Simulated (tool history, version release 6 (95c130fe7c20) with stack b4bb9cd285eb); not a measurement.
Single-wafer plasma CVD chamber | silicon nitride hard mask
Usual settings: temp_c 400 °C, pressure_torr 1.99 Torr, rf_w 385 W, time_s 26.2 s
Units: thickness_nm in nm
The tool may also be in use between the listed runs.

run,hour,temp_c,pressure_torr,rf_w,time_s,wafers since the last listed run,hours since the last thermocouple change,hours since the last RF generator calibration,hours since the last manometer calibration,hours since the showerhead was replaced,hours since the gauge calibration,"read-back reference wafer on the same gauge, thickness_nm",thickness_nm
1,0,400,1.99,330,26.2,0,22.4,11.6,121.9,5647.5,2392.4,33.422,32.388
2,143.1,400,1.99,385,26.2,2523,165.5,154.7,265,5790.6,2535.5,33.397,35.098
# hour 180.3: showerhead replaced
3,202.6,400,1.99,385,26.2,908,225,214.2,324.5,22.3,2595,33.383,34.794
4,245.5,400,1.99,385,26.2,756,267.9,257.1,367.4,65.2,2637.9,33.417,34.973
5,303.8,400,1.99,385,26.2,1028,326.2,315.4,425.7,123.5,2696.2,33.391,35.06
# hour 329.9: RF generator calibrated, repeated, since the last time left the tool worse
6,349.2,400,1.99,385,26.2,659,371.6,19.3,471.1,168.9,2741.6,33.407,36.905
7,392.9,385,2.17,385,26.2,770,415.3,63,514.8,212.6,2785.3,33.379,37.26
8,454.4,400,1.99,385,26.2,1084,476.8,124.5,576.3,274.1,2846.8,33.429,36.895
9,497.8,393,1.99,385,26.2,765,520.2,167.9,619.7,317.5,2890.2,33.364,36.435
10,534.4,414,1.99,385,27.6,645,556.8,204.5,656.3,354.1,2926.8,33.401,38.141
11,581.6,414,1.99,385,27.6,832,604,251.7,703.5,401.3,2974,33.422,38.45
12,637.6,409,1.57,385,22.9,987,660,307.7,759.5,457.3,3030,33.395,30.635
13,699,400,1.99,385,30.6,1082,721.4,369.1,820.9,518.7,3091.4,33.369,42.525
14,726.6,400,1.99,385,26.2,486,749,396.7,848.5,546.3,3119,33.424,36.375
# hour 732.9: gauge calibrated
15,798,409,1.57,385,22.9,1259,820.4,468.1,919.9,617.7,65.1,33.383,30.726
16,833.3,400,1.99,385,26.2,622,855.7,503.4,955.2,653,100.4,33.359,36.484
17,864.6,412,2.32,345,22.2,552,887,534.7,986.5,684.3,131.7,33.415,29.981
18,903.1,400,1.99,385,26.2,679,925.5,573.2,1025,722.8,170.2,33.4,36.846
19,942.4,400,1.81,385,24.8,693,964.8,612.5,1064.3,762.1,209.5,33.422,33.893
20,974.6,396,2.35,425,26.2,567,997,644.7,1096.5,794.3,241.7,33.429,39.585
21,1002,400,1.51,345,21.5,483,1024.4,672.1,1123.9,821.7,269.1,33.383,27.128
22,1063.4,400,1.99,385,26.2,1082,1085.8,733.5,1185.3,883.1,330.5,33.437,36.264
23,1108.2,400,1.99,385,26.2,790,1130.6,778.3,1230.1,927.9,375.3,33.413,36.181
24,1151.8,400,2.32,385,24.6,768,1174.2,821.9,1273.7,971.5,418.9,33.358,34.875
25,1186.6,414,1.99,385,26.2,613,1209,856.7,1308.5,1006.3,453.7,33.44,35.86
26,1247.6,393,1.99,385,26.2,1075,1270,917.7,1369.5,1067.3,514.7,33.432,36.626
27,1289.2,391,2.19,385,26.2,733,1311.6,959.3,1411.1,1108.9,556.3,33.448,37.337
28,1334.2,406,2.32,410,26.2,793,1356.6,1004.3,1456.1,1153.9,601.3,33.43,38.398
29,1374.8,400,1.99,415,30.3,716,1397.2,1044.9,1496.7,1194.5,641.9,33.448,43.752

Forecast each of these 3 alternatives for the next run:
A,1375.2,400,1.99,385,26.2,7,1397.6,1045.3,1497.1,1194.9,642.3,?,?
B,1375.2,396,2.36,385,26.2,7,1397.6,1045.3,1497.1,1194.9,642.3,?,?
C,1375.2,410,1.99,440,26.2,7,1397.6,1045.3,1497.1,1194.9,642.3,?,?

run,"read-back reference wafer on the same gauge, thickness_nm",thickness_nm
A,33.493,36.155
B,33.493,37.237
C,33.493,38.574
Without the tool's hidden state the same runs would have given:
run,thickness_nm
A,36.883
B,37.986
C,39.293

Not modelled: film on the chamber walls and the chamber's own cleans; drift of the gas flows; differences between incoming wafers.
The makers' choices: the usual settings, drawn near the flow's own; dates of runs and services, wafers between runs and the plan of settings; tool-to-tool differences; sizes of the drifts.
